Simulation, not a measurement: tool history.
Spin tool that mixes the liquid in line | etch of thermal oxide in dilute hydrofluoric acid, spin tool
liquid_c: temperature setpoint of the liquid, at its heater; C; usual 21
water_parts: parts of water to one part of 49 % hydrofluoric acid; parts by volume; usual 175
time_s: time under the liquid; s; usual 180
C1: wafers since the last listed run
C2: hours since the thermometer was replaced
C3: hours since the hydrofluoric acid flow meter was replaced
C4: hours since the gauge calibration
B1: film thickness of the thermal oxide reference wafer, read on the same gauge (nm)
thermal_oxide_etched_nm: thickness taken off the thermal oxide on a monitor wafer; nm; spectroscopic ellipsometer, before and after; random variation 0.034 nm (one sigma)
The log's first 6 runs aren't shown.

run 7 day=18.062 | liquid_c=21 water_parts=175 time_s=205 | C1=238 C2=2261.5 C3=616.2 C4=1842.4 | B1=90.02 | thermal_oxide_etched_nm=3.841
run 8 day=20.329 | liquid_c=21 water_parts=175 time_s=205 | C1=285 C2=2315.9 C3=670.6 C4=1896.8 | B1=90.018 | thermal_oxide_etched_nm=3.787
run 9 day=24.267 | liquid_c=21 water_parts=175 time_s=205 | C1=496 C2=2410.4 C3=765.1 C4=1991.3 | B1=89.997 | thermal_oxide_etched_nm=3.844
run 10 day=26.929 | liquid_c=21 water_parts=175 time_s=180 | C1=335 C2=2474.3 C3=829 C4=2055.2 | B1=89.972 | thermal_oxide_etched_nm=3.348
run 11 day=30.462 | liquid_c=21 water_parts=175 time_s=180 | C1=445 C2=2559.1 C3=913.8 C4=2140 | B1=90.027 | thermal_oxide_etched_nm=3.322
-- day=31.875 hydrofluoric acid flow meter replaced
run 12 day=34.588 | liquid_c=21 water_parts=175 time_s=180 | C1=514 C2=2658.1 C3=65.1 C4=2239 | B1=89.942 | thermal_oxide_etched_nm=3.297
-- day=37.767 thermometer replaced
run 13 day=38.258 | liquid_c=21 water_parts=110 time_s=180 | C1=457 C2=11.8 C3=153.2 C4=2327.1 | B1=90.024 | thermal_oxide_etched_nm=6.16
run 14 day=40.567 | liquid_c=21 water_parts=110 time_s=180 | C1=291 C2=67.2 C3=208.6 C4=2382.5 | B1=89.969 | thermal_oxide_etched_nm=5.958
-- day=41.3 gauge calibrated
run 15 day=43.638 | liquid_c=23 water_parts=135 time_s=180 | C1=387 C2=140.9 C3=282.3 C4=56.1 | B1=90.009 | thermal_oxide_etched_nm=5.205
run 16 day=57.008 | liquid_c=21 water_parts=175 time_s=180 | C1=1686 C2=461.8 C3=603.2 C4=377 | B1=90.013 | thermal_oxide_etched_nm=3.5
run 17 day=59.483 | liquid_c=21 water_parts=175 time_s=180 | C1=312 C2=521.2 C3=662.6 C4=436.4 | B1=89.953 | thermal_oxide_etched_nm=3.516
run 18 day=61.5 | liquid_c=19 water_parts=175 time_s=135 | C1=254 C2=569.6 C3=711 C4=484.8 | B1=89.949 | thermal_oxide_etched_nm=2.383
run 19 day=64.833 | liquid_c=18 water_parts=175 time_s=115 | C1=420 C2=649.6 C3=791 C4=564.8 | B1=90.03 | thermal_oxide_etched_nm=1.926
run 20 day=66.712 | liquid_c=21 water_parts=175 time_s=180 | C1=236 C2=694.7 C3=836.1 C4=609.9 | B1=89.992 | thermal_oxide_etched_nm=3.476
run 21 day=70.529 | liquid_c=19.5 water_parts=150 time_s=230 | C1=481 C2=786.3 C3=927.7 C4=701.5 | B1=89.957 | thermal_oxide_etched_nm=5.03
run 22 day=74.204 | liquid_c=21 water_parts=175 time_s=180 | C1=463 C2=874.5 C3=1015.9 C4=789.7 | B1=89.986 | thermal_oxide_etched_nm=3.383
-- day=75.188 hydrofluoric acid flow meter replaced
run 23 day=76.754 | liquid_c=21 water_parts=245 time_s=275 | C1=316 C2=935.7 C3=37.6 C4=850.9 | B1=90.012 | thermal_oxide_etched_nm=3.557
run 24 day=78.296 | liquid_c=17 water_parts=175 time_s=180 | C1=194 C2=972.7 C3=74.6 C4=887.9 | B1=90.063 | thermal_oxide_etched_nm=2.911
run 25 day=80.033 | liquid_c=21 water_parts=175 time_s=180 | C1=219 C2=1014.4 C3=116.3 C4=929.6 | B1=89.984 | thermal_oxide_etched_nm=3.416
run 26 day=83.271 | liquid_c=23.5 water_parts=105 time_s=270 | C1=408 C2=1092.1 C3=194 C4=1007.3 | B1=89.986 | thermal_oxide_etched_nm=10.35
run 27 day=85.092 | liquid_c=21 water_parts=175 time_s=145 | C1=229 C2=1135.8 C3=237.7 C4=1051 | B1=89.984 | thermal_oxide_etched_nm=2.767
run 28 day=87.292 | liquid_c=17 water_parts=200 time_s=180 | C1=277 C2=1188.6 C3=290.5 C4=1103.8 | B1=89.979 | thermal_oxide_etched_nm=2.514

Run 29 comes next. What will it give?
run 29 day=90.529 | liquid_c=21 water_parts=175 time_s=90 | C1=408 C2=1266.3 C3=368.2 C4=1181.5 | B1=? | thermal_oxide_etched_nm=?

Run 29 gave B1 90.009, thermal_oxide_etched_nm 1.731 nm.
Without the tool's hidden state the same run would have given thermal_oxide_etched_nm 1.797 nm.

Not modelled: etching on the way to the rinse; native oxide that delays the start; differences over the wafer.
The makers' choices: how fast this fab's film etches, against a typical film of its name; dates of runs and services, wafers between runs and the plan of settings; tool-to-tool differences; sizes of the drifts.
